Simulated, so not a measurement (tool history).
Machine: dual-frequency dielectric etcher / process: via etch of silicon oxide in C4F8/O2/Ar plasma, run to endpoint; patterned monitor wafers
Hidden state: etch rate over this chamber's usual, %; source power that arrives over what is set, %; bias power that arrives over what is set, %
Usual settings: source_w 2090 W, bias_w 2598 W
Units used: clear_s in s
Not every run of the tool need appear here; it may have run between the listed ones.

run    hour  source_w  bias_w  wafers since the last listed run  hours since the last wet clean  hours since the last source power generator calibration  hours since the last bias power generator calibration  hours since the last upper electrode change  incoming incoming film thickness, nm  clear_s
  1     0.0      1810    2952                                 0                           568.4                                                   3451.6                                                  786.1                                       5674.3                                 786.4    148.5
       54.0  -- wet clean of the chamber
  2    54.5      1810    2952                               115                             0.5                                                   3506.1                                                  840.6                                       5728.8                                 785.2    148.3
  3   150.2      1810    2952                               363                            96.2                                                   3601.8                                                  936.3                                       5824.5                                 784.2    150.4
  4   212.5      2090    3021                               236                           158.5                                                   3664.1                                                  998.6                                       5886.8                                 795.0    141.6
  5   314.3      2090    3021                               386                           260.3                                                   3765.9                                                 1100.4                                       5988.6                                 793.0    141.5
  6   407.5      2090    3021                               353                           353.5                                                   3859.1                                                 1193.6                                       6081.8                                 794.3    142.0
  7   476.6      2090    2598                               262                           422.6                                                   3928.2                                                 1262.7                                       6150.9                                 788.5    145.7
  8   541.3      2090    2598                               245                           487.3                                                   3992.9                                                 1327.4                                       6215.6                                 798.1    147.2
  9   597.7      2090    2598                               213                           543.7                                                   4049.3                                                 1383.8                                       6272.0                                 785.6    146.5
      658.9  -- upper electrode replaced
 10   694.9      2090    2598                               277                           640.9                                                   4146.5                                                 1481.0                                         36.0                                 797.5    146.9
      736.3  -- wet clean of the chamber
      760.7  -- bias power generator calibrated
 11   796.8      2090    2598                               280                            60.5                                                   4248.4                                                   36.1                                        137.9                                 785.8    145.3
 12   900.2      2090    2598                               392                           163.9                                                   4351.8                                                  139.5                                        241.3                                 790.1    148.2
 13   947.2      2090    2598                               178                           210.9                                                   4398.8                                                  186.5                                        288.3                                 787.4    147.7
 14  1001.9      2090    3116                               207                           265.6                                                   4453.5                                                  241.2                                        343.0                                 788.0    141.1
 15  1050.2      1920    2218                               183                           313.9                                                   4501.8                                                  289.5                                        391.3                                 794.0    155.5
 16  1119.2      2090    2598                               261                           382.9                                                   4570.8                                                  358.5                                        460.3                                 788.0    145.9
     1123.5  -- source power generator calibrated
 17  1172.9      2090    2598                               188                           436.6                                                     49.4                                                  412.2                                        514.0                                 783.0    145.3
 18  1244.7      2520    2256                               272                           508.4                                                    121.2                                                  484.0                                        585.8                                 785.6    141.1
 19  1293.5      1930    2136                               185                           557.2                                                    170.0                                                  532.8                                        634.6                                 781.9    155.9
     1416.7  -- wet clean of the chamber
 20  1417.2      1930    2136                               378                             0.5                                                    293.7                                                  656.5                                        758.3                                 788.3    154.5
 21  1460.7      2450    3241                               165                            44.0                                                    337.2                                                  700.0                                        801.8                                 784.9    129.1
 22  1544.0      2350    2249                               316                           127.3                                                    420.5                                                  783.3                                        885.1                                 789.2    145.1
 23  1613.3      1890    3234                               262                           196.6                                                    489.8                                                  852.6                                        954.4                                 782.1    144.0
 24  1668.6      2090    3021                               209                           251.9                                                    545.1                                                  907.9                                       1009.7                                 784.7    142.1
 25  1766.3      2090    2598                               370                           349.6                                                    642.8                                                 1005.6                                       1107.4                                 794.5    147.4
 26  1865.8      2320    2598                               377                           449.1                                                    742.3                                                 1105.1                                       1206.9                                 784.4    139.9
 27  1937.1      2300    2159                               270                           520.4                                                    813.6                                                 1176.4                                       1278.2                                 790.5    147.5

Alternative continuations, all from the tool just after run 27; predict every row:
  A  1937.6      2300    2598                                 1                           520.9                                                    814.1                                                 1176.9                                       1278.7                                 788.4        ?
  B  1937.6      1720    2598                                 1                           520.9                                                    814.1                                                 1176.9                                       1278.7                                 788.4        ?
  C  1937.6      2370    2598                                 1                           520.9                                                    814.1                                                 1176.9                                       1278.7                                 788.4        ?
  D  1937.6      2570    2435                                 1                           520.9                                                    814.1                                                 1176.9                                       1278.7                                 788.4        ?

run  clear_s
  A    142.0
  B    157.3
  C    140.5
  D    138.3
Take away the tool's hidden state, keep each run's random variation, and the runs would have read:
run  clear_s
  A    142.0
  B    157.3
  C    140.5
  D    138.3

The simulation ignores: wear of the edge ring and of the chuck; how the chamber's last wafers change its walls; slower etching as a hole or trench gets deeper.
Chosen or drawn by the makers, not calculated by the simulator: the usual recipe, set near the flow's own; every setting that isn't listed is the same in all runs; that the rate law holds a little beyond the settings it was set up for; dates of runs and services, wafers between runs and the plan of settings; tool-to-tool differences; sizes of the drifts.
